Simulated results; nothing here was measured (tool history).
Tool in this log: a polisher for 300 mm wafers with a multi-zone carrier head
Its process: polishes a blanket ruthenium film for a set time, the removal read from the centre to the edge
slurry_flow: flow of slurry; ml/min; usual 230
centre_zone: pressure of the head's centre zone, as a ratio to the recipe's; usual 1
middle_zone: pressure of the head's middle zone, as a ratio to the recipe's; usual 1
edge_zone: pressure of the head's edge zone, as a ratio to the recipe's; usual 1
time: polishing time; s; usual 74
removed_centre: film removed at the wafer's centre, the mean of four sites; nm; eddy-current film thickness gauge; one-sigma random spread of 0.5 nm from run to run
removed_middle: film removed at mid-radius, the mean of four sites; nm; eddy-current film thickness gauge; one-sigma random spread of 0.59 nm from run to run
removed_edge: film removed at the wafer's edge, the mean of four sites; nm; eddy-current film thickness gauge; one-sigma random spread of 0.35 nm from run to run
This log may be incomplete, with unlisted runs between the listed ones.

run     day  slurry_flow  centre_zone  middle_zone  edge_zone  time  incoming thickness of the incoming film, nm  removed_centre  removed_middle  removed_edge
  1       0          230            1          0.9       1.04    74                                        279.5              42            38.3          44.1
  2   0.592          230            1            1          1    74                                        285.4            42.7            41.2          43.4
       1.75  -- edge zone pressure recalibrated
      4.646  -- worn pad replaced by a new one
  3   4.771          185            1            1       0.89    74                                        281.1            37.6              37          38.2
  4   6.154          230            1         0.95          1    54                                        281.8            29.6            27.8          30.7
  5   6.804          230            1            1       1.09    74                                          280            41.2            39.8          43.5
  6   7.321          230         0.97         0.91          1    74                                        275.4            39.3            37.7          41.4
  7   8.362          160         1.11            1          1    74                                        276.3            37.5            34.5          37.8
  8   9.333          230         0.92            1          1    74                                          281            36.6            38.9          41.9
      9.375  -- slurry nozzle cleaned, repeated, since the last time left the tool worse
  9  10.983          185            1            1          1    74                                        280.6            45.3            44.3          44.7
 10  11.812          230            1          0.9          1    84                                        280.5            53.8            46.8          52.4
     12.171  -- centre zone pressure recalibrated
     12.988  -- worn pad replaced by a new one
 11  13.271          190            1            1       1.08    74                                        278.6            46.1            44.4          46.5
 12  13.988          230            1            1          1    74                                          279            46.4            45.7          45.6
 13  14.642          230            1            1          1    74                                        275.2            47.4            46.1          45.3
 14  15.508          195         0.95            1       0.92    95                                        279.3              55            57.1          56.1
 15  16.971          230         1.08            1          1    74                                        279.2            50.4            45.9            46
     18.146  -- edge zone pressure recalibrated
 16  18.367          230          0.9         1.06       1.06    85                                        280.1            48.6            54.6          53.9
 17  19.162          185            1            1       0.89    74                                        276.8            44.5            43.4            42
 18  19.854          230            1            1          1    74                                        281.9            45.9            44.9          45.6
 19  20.792          230            1            1          1    50                                          281            31.1            30.4            31
 20  21.679          230            1            1          1    62                                        281.7            38.7              38          38.3
      22.45  -- worn pad replaced by a new one
 21  22.725          230         0.96            1        1.1    86                                        274.6            51.1            52.9          55.9

Alternative continuations, all from the tool just after run 21; predict every row:
  A  22.742          230            1            1          1    89                                          286               ?               ?             ?
  B  22.742          165            1         1.06       0.91    74                                          286               ?               ?             ?
  C  22.742          230            1         0.93          1    74                                          286               ?               ?             ?
  D  22.742          230            1         0.95       1.11    62                                          286               ?               ?             ?
  E  22.742          170            1            1       1.12    74                                          286               ?               ?             ?

run  removed_centre  removed_middle  removed_edge
  A            55.8            53.9          55.1
  B            42.9              44          41.7
  C            46.4            42.2          45.9
  D            38.9              36          40.5
  E            43.3            42.2          46.4
Without the tool's hidden state the same runs would have given:
run  removed_centre  removed_middle  removed_edge
  A            57.7            55.6          56.4
  B            45.1            45.9            43
  C              48            43.5          46.9
  D            40.2            37.1          41.4
  E            45.4              44          47.8

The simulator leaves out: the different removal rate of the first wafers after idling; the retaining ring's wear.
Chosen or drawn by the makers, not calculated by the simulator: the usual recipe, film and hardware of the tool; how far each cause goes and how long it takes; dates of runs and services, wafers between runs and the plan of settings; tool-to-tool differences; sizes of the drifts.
